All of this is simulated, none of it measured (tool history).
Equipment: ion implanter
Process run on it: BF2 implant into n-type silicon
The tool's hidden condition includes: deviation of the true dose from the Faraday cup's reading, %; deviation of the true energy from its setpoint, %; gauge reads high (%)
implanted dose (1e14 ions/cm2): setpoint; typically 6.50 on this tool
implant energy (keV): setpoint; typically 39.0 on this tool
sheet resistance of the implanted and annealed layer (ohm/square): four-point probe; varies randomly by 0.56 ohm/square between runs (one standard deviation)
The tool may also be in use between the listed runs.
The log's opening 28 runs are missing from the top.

| run | hour | implanted dose (1e14 ions/cm2) | implant energy (keV) | wafers since the last listed run | hours since the last dose calibration | hours since the extraction supply was calibrated | hours since the gauge calibration | read-back reference wafer on the same gauge, sheet resistance | sheet resistance of the implanted and annealed layer (ohm/square) |
|---|---|---|---|---|---|---|---|---|---|
| 29 | 734.6 | 5.53 | 26.0 | 557 | 47.7 | 430.2 | 408.4 | 193.07 | 220.89 |
| 30 | 756.8 | 6.50 | 39.0 | 511 | 69.9 | 452.4 | 430.6 | 193.09 | 180.63 |
| 31 | 770.0 | 7.67 | 47.0 | 304 | 83.1 | 465.6 | 443.8 | 193.06 | 153.82 |
| 32 | 792.9 | 5.82 | 47.5 | 527 | 106.0 | 488.5 | 466.7 | 192.88 | 192.68 |
| 33 | 812.4 | 6.50 | 39.0 | 449 | 125.5 | 508.0 | 486.2 | 192.97 | 180.11 |
| 34 | 829.8 | 6.50 | 39.0 | 400 | 142.9 | 525.4 | 503.6 | 193.19 | 180.44 |
| 35 | 845.5 | 4.88 | 34.0 | 361 | 158.6 | 541.1 | 519.3 | 192.99 | 231.91 |
| 36 | 876.4 | 6.50 | 52.0 | 711 | 189.5 | 572.0 | 550.2 | 192.94 | 173.10 |

Alternative continuations, all from the tool just after run 36; predict every row:
| A | 876.8 | 6.50 | 39.0 | 9 | 189.9 | 572.4 | 550.6 | ? | ? |
| B | 876.8 | 5.87 | 39.0 | 9 | 189.9 | 572.4 | 550.6 | ? | ? |
| C | 876.8 | 5.86 | 44.5 | 9 | 189.9 | 572.4 | 550.6 | ? | ? |
| D | 876.8 | 8.13 | 39.0 | 9 | 189.9 | 572.4 | 550.6 | ? | ? |
| E | 876.8 | 7.19 | 39.0 | 9 | 189.9 | 572.4 | 550.6 | ? | ? |

| run | read-back reference wafer on the same gauge, sheet resistance | sheet resistance of the implanted and annealed layer (ohm/square) |
|---|---|---|
| A | 192.71 | 180.57 |
| B | 192.71 | 195.74 |
| C | 192.71 | 192.67 |
| D | 192.71 | 153.64 |
| E | 192.71 | 167.40 |
Take away the tool's hidden state, keep each run's random variation, and the runs would have read:
| run | sheet resistance of the implanted and annealed layer (ohm/square) |
|---|---|
| A | 181.21 |
| B | 196.47 |
| C | 193.41 |
| D | 154.11 |
| E | 167.96 |
